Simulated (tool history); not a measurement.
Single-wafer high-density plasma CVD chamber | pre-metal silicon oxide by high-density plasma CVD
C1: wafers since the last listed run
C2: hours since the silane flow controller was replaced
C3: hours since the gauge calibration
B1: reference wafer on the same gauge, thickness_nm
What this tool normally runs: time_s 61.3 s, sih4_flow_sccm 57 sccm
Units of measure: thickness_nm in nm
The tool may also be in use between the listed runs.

Run 1, day 0: usual settings but time_s 65.1 s; C1 0; C2 1774; C3 672.5; B1 381.327. Result: thickness_nm 423.43 nm.
Run 2, day 3.242: usual settings; C1 1884; C2 1851.8; C3 750.3; B1 381.047. Result: thickness_nm 405.048 nm.
Run 3, day 6.538: usual settings; C1 1915; C2 1930.9; C3 829.4; B1 381.006. Result: thickness_nm 405.14 nm.
Run 4, day 8.271: usual settings; C1 1007; C2 1972.5; C3 871; B1 380.461. Result: thickness_nm 405.963 nm.
Run 5, day 10.575: usual settings; C1 1339; C2 2027.8; C3 926.3; B1 380.929. Result: thickness_nm 405.962 nm.
Run 6, day 14.329: usual settings; C1 2182; C2 2117.9; C3 1016.4; B1 380.942. Result: thickness_nm 404.034 nm.
Run 7, day 18.817: usual settings but time_s 65 s, sih4_flow_sccm 52 sccm; C1 2608; C2 2225.6; C3 1124.1; B1 381. Result: thickness_nm 406.629 nm.
Run 8, day 20.488: usual settings but time_s 65 s, sih4_flow_sccm 52 sccm; C1 971; C2 2265.7; C3 1164.2; B1 380.907. Result: thickness_nm 403.441 nm.
Run 9, day 22.25: usual settings but time_s 65 s, sih4_flow_sccm 52 sccm; C1 1024; C2 2308; C3 1206.5; B1 381.441. Result: thickness_nm 406.086 nm.
Run 10, day 26.538: usual settings; C1 2492; C2 2410.9; C3 1309.4; B1 381.199. Result: thickness_nm 403.401 nm.
Run 11, day 30.225: usual settings; C1 2143; C2 2499.4; C3 1397.9; B1 381.167. Result: thickness_nm 405.749 nm.
Run 12, day 33.029: usual settings; C1 1629; C2 2566.7; C3 1465.2; B1 381.025. Result: thickness_nm 405.252 nm.
Run 13, day 36.15: usual settings; C1 1814; C2 2641.6; C3 1540.1; B1 380.871. Result: thickness_nm 404.011 nm.
At day 40.004: gauge calibrated.
Run 14, day 40.433: usual settings; C1 2489; C2 2744.4; C3 10.3; B1 381.229. Result: thickness_nm 404.161 nm.
Run 15, day 43.971: usual settings; C1 2056; C2 2829.3; C3 95.2; B1 381.438. Result: thickness_nm 405.986 nm.
Run 16, day 45.683: usual settings; C1 995; C2 2870.4; C3 136.3; B1 381.004. Result: thickness_nm 401.402 nm.
Run 17, day 48.35: usual settings; C1 1550; C2 2934.4; C3 200.3; B1 380.854. Result: thickness_nm 404.951 nm.
Run 18, day 51.758: usual settings but time_s 49.7 s, sih4_flow_sccm 61 sccm; C1 1981; C2 3016.2; C3 282.1; B1 381.051. Result: thickness_nm 342.729 nm.
Run 19, day 54.85: usual settings but time_s 67.9 s, sih4_flow_sccm 65 sccm; C1 1797; C2 3090.4; C3 356.3; B1 380.781. Result: thickness_nm 490.203 nm.
Run 20, day 56.588: usual settings but time_s 55.3 s, sih4_flow_sccm 60 sccm; C1 1009; C2 3132.1; C3 398; B1 381.26. Result: thickness_nm 376.937 nm.
Run 21, day 59.921: usual settings but time_s 71.1 s, sih4_flow_sccm 60 sccm; C1 1937; C2 3212.1; C3 478; B1 381.175. Result: thickness_nm 489.037 nm.
Run 22, day 64.179: usual settings; C1 2475; C2 3314.3; C3 580.2; B1 380.589. Result: thickness_nm 407.025 nm.
At day 64.917: silane flow controller replaced.
Run 23, day 67.808: usual settings; C1 1915; C2 69.4; C3 667.3; B1 380.551. Result: thickness_nm 393.586 nm.
Run 24, day 69.592: usual settings but sih4_flow_sccm 51 sccm; C1 1036; C2 112.2; C3 710.1; B1 380.952. Result: thickness_nm 368.684 nm.
Run 25, day 72.262: usual settings but sih4_flow_sccm 47 sccm; C1 1552; C2 176.3; C3 774.2; B1 381.289. Result: thickness_nm 351.571 nm.
Run 26, day 76.088: usual settings but time_s 72 s, sih4_flow_sccm 60 sccm; C1 2223; C2 268.1; C3 866; B1 380.632. Result: thickness_nm 478.611 nm.
Run 27, day 79.921: usual settings but sih4_flow_sccm 62 sccm; C1 2228; C2 360.1; C3 958; B1 381.113. Result: thickness_nm 415.393 nm.
Run 28, day 82.888: usual settings but time_s 55.7 s, sih4_flow_sccm 61 sccm; C1 1724; C2 431.3; C3 1029.2; B1 380.738. Result: thickness_nm 377.464 nm.

Consider 4 possible next runs. They are alternatives, not a sequence: every one starts from the tool as it was left by run 28. What does each give?
Run A, day 82.904: usual settings but time_s 53.3 s; C1 9; C2 431.7; C3 1029.6; B1 ?. Result: thickness_nm ?.
Run B, day 82.904: usual settings but time_s 51.6 s, sih4_flow_sccm 67 sccm; C1 9; C2 431.7; C3 1029.6; B1 ?. Result: thickness_nm ?.
Run C, day 82.904: usual settings but time_s 50.8 s, sih4_flow_sccm 61 sccm; C1 9; C2 431.7; C3 1029.6; B1 ?. Result: thickness_nm ?.
Run D, day 82.904: usual settings but time_s 53 s, sih4_flow_sccm 65 sccm; C1 9; C2 431.7; C3 1029.6; B1 ?. Result: thickness_nm ?.

run      B1  thickness_nm
  A  381.42       344.092
  B  381.42       369.118
  C  381.42        342.13
  D  381.42       371.738
Stripped of hidden state, with their random variation kept, the same runs would have yielded:
run  thickness_nm
  A        339.64
  B       364.342
  C       337.703
  D       366.928
